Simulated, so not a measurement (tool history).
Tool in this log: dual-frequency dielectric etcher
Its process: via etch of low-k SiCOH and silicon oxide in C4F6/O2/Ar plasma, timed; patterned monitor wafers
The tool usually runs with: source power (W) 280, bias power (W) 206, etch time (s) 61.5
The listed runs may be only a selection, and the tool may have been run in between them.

run,hour,source power (W),bias power (W),etch time (s),"read-back reference wafer on the same gauge, depth_nm",mean etch depth across the wafer (Å)
1,0.0,280,166,61.5,131.1,1238
2,33.7,280,166,61.5,130.9,1234
3,60.3,280,206,61.5,130.6,1344
# hour 100.1: gauge calibrated
# hour 119.6: wet clean of the chamber
4,126.1,280,206,61.5,133.7,1376
5,189.7,280,220,61.5,133.7,1419
6,235.5,280,220,61.5,133.8,1410
7,306.4,280,220,61.5,133.4,1400
8,341.4,280,206,61.5,133.5,1372
9,413.2,250,206,61.5,133.3,1324
10,459.5,280,206,61.5,133.0,1365
11,495.2,230,206,61.5,132.8,1281
# hour 545.0: wet clean of the chamber
12,598.4,300,206,61.5,132.3,1393
13,691.9,300,206,61.5,131.8,1390
14,761.3,260,174,76.5,131.4,1531
15,794.3,310,206,61.5,131.1,1397
# hour 890.6: bias power generator calibrated
# hour 891.8: upper electrode replaced
# hour 912.2: wet clean of the chamber
16,912.7,330,176,47.0,130.1,1018
17,918.2,310,206,48.0,130.0,1078
# hour 949.0: gauge calibrated
18,955.3,280,206,61.5,134.0,1374
19,982.8,280,206,61.5,134.0,1381
20,1008.8,280,206,61.5,133.8,1382
21,1039.8,280,206,51.5,133.8,1154
22,1085.1,280,206,61.5,133.9,1376
# hour 1111.0: source power generator calibrated
23,1153.2,280,206,52.0,133.6,1167
24,1181.0,330,240,61.5,133.7,1535
25,1235.9,280,223,77.0,133.3,1773
26,1290.8,330,257,48.0,133.1,1226
# hour 1335.3: wet clean of the chamber
27,1340.1,280,206,61.5,133.1,1367
28,1365.9,280,174,61.5,133.0,1283
29,1426.7,280,156,61.5,132.7,1225

Measured result minus the same run's result without the hidden state. Both carry the same run-to-run variation, though not necessarily the same gauge scatter:
What the log doesn't record here: etch rate over this chamber's usual, %; source power that arrives over what is set, %; bias power that arrives over what is set, %; gauge reads high (%).
run,mean etch depth across the wafer (Å)
1,-29
2,-32
3,-37
4,-3
5,-3
6,-4
7,-6
8,-6
9,-9
10,-10
11,-11
12,-17
13,-23
14,-31
15,-31
16,-30
17,-32
18,-1
19,-1
20,-1
21,-1
22,-2
23,-3
24,-5
25,-8
26,-7
27,-10
28,-10
29,-12
